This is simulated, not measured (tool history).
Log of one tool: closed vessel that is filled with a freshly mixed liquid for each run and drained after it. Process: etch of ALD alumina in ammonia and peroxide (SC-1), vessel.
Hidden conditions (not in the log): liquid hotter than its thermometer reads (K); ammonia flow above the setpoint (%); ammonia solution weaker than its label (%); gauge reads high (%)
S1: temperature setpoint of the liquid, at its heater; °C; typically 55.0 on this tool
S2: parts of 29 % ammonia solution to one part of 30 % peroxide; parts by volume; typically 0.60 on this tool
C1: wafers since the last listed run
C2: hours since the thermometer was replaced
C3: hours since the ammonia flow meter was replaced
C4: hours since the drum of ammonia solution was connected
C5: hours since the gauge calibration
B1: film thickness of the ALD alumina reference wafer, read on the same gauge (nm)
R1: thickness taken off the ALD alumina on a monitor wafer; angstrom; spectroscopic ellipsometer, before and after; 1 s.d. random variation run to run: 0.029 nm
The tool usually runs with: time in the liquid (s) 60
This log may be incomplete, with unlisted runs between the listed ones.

run 1 day=0.000 | S1=55.0 S2=0.60 time_in_the_liquid_(s)=60 | C1=0 C2=1102.7 C3=1149.4 C4=196.1 C5=303.7 | B1=89.998 | R1=51.87
run 2 day=0.708 | S1=55.0 S2=0.60 time_in_the_liquid_(s)=85 | C1=1102 C2=1119.7 C3=1166.4 C4=213.1 C5=320.7 | B1=89.970 | R1=73.02
run 3 day=1.029 | S1=55.0 S2=0.60 time_in_the_liquid_(s)=60 | C1=499 C2=1127.4 C3=1174.1 C4=220.8 C5=328.4 | B1=89.971 | R1=52.29
run 4 day=1.354 | S1=55.0 S2=0.60 time_in_the_liquid_(s)=60 | C1=505 C2=1135.2 C3=1181.9 C4=228.6 C5=336.2 | B1=90.009 | R1=52.39
run 5 day=1.721 | S1=55.0 S2=0.60 time_in_the_liquid_(s)=60 | C1=570 C2=1144.0 C3=1190.7 C4=237.4 C5=345.0 | B1=90.017 | R1=52.55
run 6 day=2.175 | S1=55.0 S2=0.60 time_in_the_liquid_(s)=60 | C1=706 C2=1154.9 C3=1201.6 C4=248.3 C5=355.9 | B1=90.051 | R1=53.23
run 7 day=2.458 | S1=55.0 S2=0.60 time_in_the_liquid_(s)=60 | C1=440 C2=1161.7 C3=1208.4 C4=255.1 C5=362.7 | B1=89.998 | R1=52.62
run 8 day=3.071 | S1=55.0 S2=0.60 time_in_the_liquid_(s)=60 | C1=953 C2=1176.4 C3=1223.1 C4=269.8 C5=377.4 | B1=89.981 | R1=52.50
-- day=3.179 thermometer replaced
run 9 day=3.629 | S1=55.0 S2=0.60 time_in_the_liquid_(s)=60 | C1=804 C2=10.8 C3=1236.5 C4=283.2 C5=390.8 | B1=90.013 | R1=47.60
-- day=4.171 gauge calibrated
run 10 day=4.346 | S1=55.0 S2=0.60 time_in_the_liquid_(s)=60 | C1=1115 C2=28.0 C3=1253.7 C4=300.4 C5=4.2 | B1=90.017 | R1=47.14
run 11 day=5.079 | S1=55.0 S2=0.45 time_in_the_liquid_(s)=60 | C1=1141 C2=45.6 C3=1271.3 C4=318.0 C5=21.8 | B1=89.975 | R1=46.04
run 12 day=5.738 | S1=55.0 S2=0.60 time_in_the_liquid_(s)=60 | C1=1024 C2=61.4 C3=1287.1 C4=333.8 C5=37.6 | B1=89.964 | R1=47.10
run 13 day=6.267 | S1=55.0 S2=0.60 time_in_the_liquid_(s)=60 | C1=823 C2=74.1 C3=1299.8 C4=346.5 C5=50.3 | B1=90.028 | R1=46.98
run 14 day=6.908 | S1=55.0 S2=0.60 time_in_the_liquid_(s)=90 | C1=998 C2=89.5 C3=1315.2 C4=361.9 C5=65.7 | B1=90.007 | R1=71.40
run 15 day=7.529 | S1=48.5 S2=0.60 time_in_the_liquid_(s)=35 | C1=966 C2=104.4 C3=1330.1 C4=376.8 C5=80.6 | B1=90.042 | R1=19.53
run 16 day=8.058 | S1=61.0 S2=0.35 time_in_the_liquid_(s)=40 | C1=823 C2=117.1 C3=1342.8 C4=389.5 C5=93.3 | B1=90.003 | R1=41.15
run 17 day=8.783 | S1=55.0 S2=0.60 time_in_the_liquid_(s)=60 | C1=1128 C2=134.5 C3=1360.2 C4=406.9 C5=110.7 | B1=89.996 | R1=48.16
-- day=9.525 ammonia flow meter replaced
run 18 day=10.588 | S1=55.0 S2=0.85 time_in_the_liquid_(s)=40 | C1=2743 C2=177.8 C3=25.5 C4=450.2 C5=154.0 | B1=89.966 | R1=32.74
-- day=10.683 new drum of ammonia solution connected
run 19 day=10.854 | S1=48.5 S2=0.30 time_in_the_liquid_(s)=75 | C1=350 C2=184.2 C3=31.9 C4=4.1 C5=160.4 | B1=89.987 | R1=39.64
run 20 day=11.308 | S1=55.0 S2=0.60 time_in_the_liquid_(s)=60 | C1=706 C2=195.1 C3=42.8 C4=15.0 C5=171.3 | B1=89.996 | R1=48.65
run 21 day=11.704 | S1=55.0 S2=0.60 time_in_the_liquid_(s)=60 | C1=616 C2=204.6 C3=52.3 C4=24.5 C5=180.8 | B1=90.023 | R1=48.53
run 22 day=12.158 | S1=47.5 S2=0.60 time_in_the_liquid_(s)=60 | C1=706 C2=215.5 C3=63.2 C4=35.4 C5=191.7 | B1=90.006 | R1=31.88
run 23 day=12.446 | S1=63.0 S2=0.35 time_in_the_liquid_(s)=45 | C1=447 C2=222.4 C3=70.1 C4=42.3 C5=198.6 | B1=90.019 | R1=51.68
run 24 day=12.800 | S1=51.0 S2=0.30 time_in_the_liquid_(s)=70 | C1=551 C2=230.9 C3=78.6 C4=50.8 C5=207.1 | B1=90.006 | R1=42.41
run 25 day=13.071 | S1=60.5 S2=0.60 time_in_the_liquid_(s)=60 | C1=421 C2=237.4 C3=85.1 C4=57.3 C5=213.6 | B1=90.010 | R1=63.81
run 26 day=13.521 | S1=55.0 S2=0.60 time_in_the_liquid_(s)=60 | C1=700 C2=248.2 C3=95.9 C4=68.1 C5=224.4 | B1=90.034 | R1=48.32
run 27 day=14.217 | S1=55.0 S2=0.60 time_in_the_liquid_(s)=60 | C1=1083 C2=264.9 C3=112.6 C4=84.8 C5=241.1 | B1=90.031 | R1=48.35
run 28 day=14.846 | S1=48.5 S2=0.45 time_in_the_liquid_(s)=45 | C1=979 C2=280.0 C3=127.7 C4=99.9 C5=256.2 | B1=89.999 | R1=24.93
run 29 day=15.404 | S1=58.0 S2=0.40 time_in_the_liquid_(s)=60 | C1=869 C2=293.4 C3=141.1 C4=113.3 C5=269.6 | B1=89.986 | R1=55.10
run 30 day=16.100 | S1=45.5 S2=0.60 time_in_the_liquid_(s)=45 | C1=1083 C2=310.1 C3=157.8 C4=130.0 C5=286.3 | B1=90.019 | R1=21.41

What the log doesn't show, run by run:
ammonia flow above the setpoint (%): 0 across all the runs
ammonia solution weaker than its label (%): 0 across all the runs
gauge reads high (%): 0 across all the runs
H1: liquid hotter than its thermometer reads (K)
run=1 H1=2.43
run=2 H1=2.47
run=3 H1=2.48
run=4 H1=2.5
run=5 H1=2.51
run=6 H1=2.54
run=7 H1=2.55
run=8 H1=2.58
run=9 H1=0.52
run=10 H1=0.554
run=11 H1=0.588
run=12 H1=0.619
run=13 H1=0.644
run=14 H1=0.675
run=15 H1=0.704
run=16 H1=0.729
run=17 H1=0.763
run=18 H1=0.848
run=19 H1=0.861
run=20 H1=0.882
run=21 H1=0.901
run=22 H1=0.923
run=23 H1=0.936
run=24 H1=0.953
run=25 H1=0.966
run=26 H1=0.987
run=27 H1=1.02
run=28 H1=1.05
run=29 H1=1.08
run=30 H1=1.11

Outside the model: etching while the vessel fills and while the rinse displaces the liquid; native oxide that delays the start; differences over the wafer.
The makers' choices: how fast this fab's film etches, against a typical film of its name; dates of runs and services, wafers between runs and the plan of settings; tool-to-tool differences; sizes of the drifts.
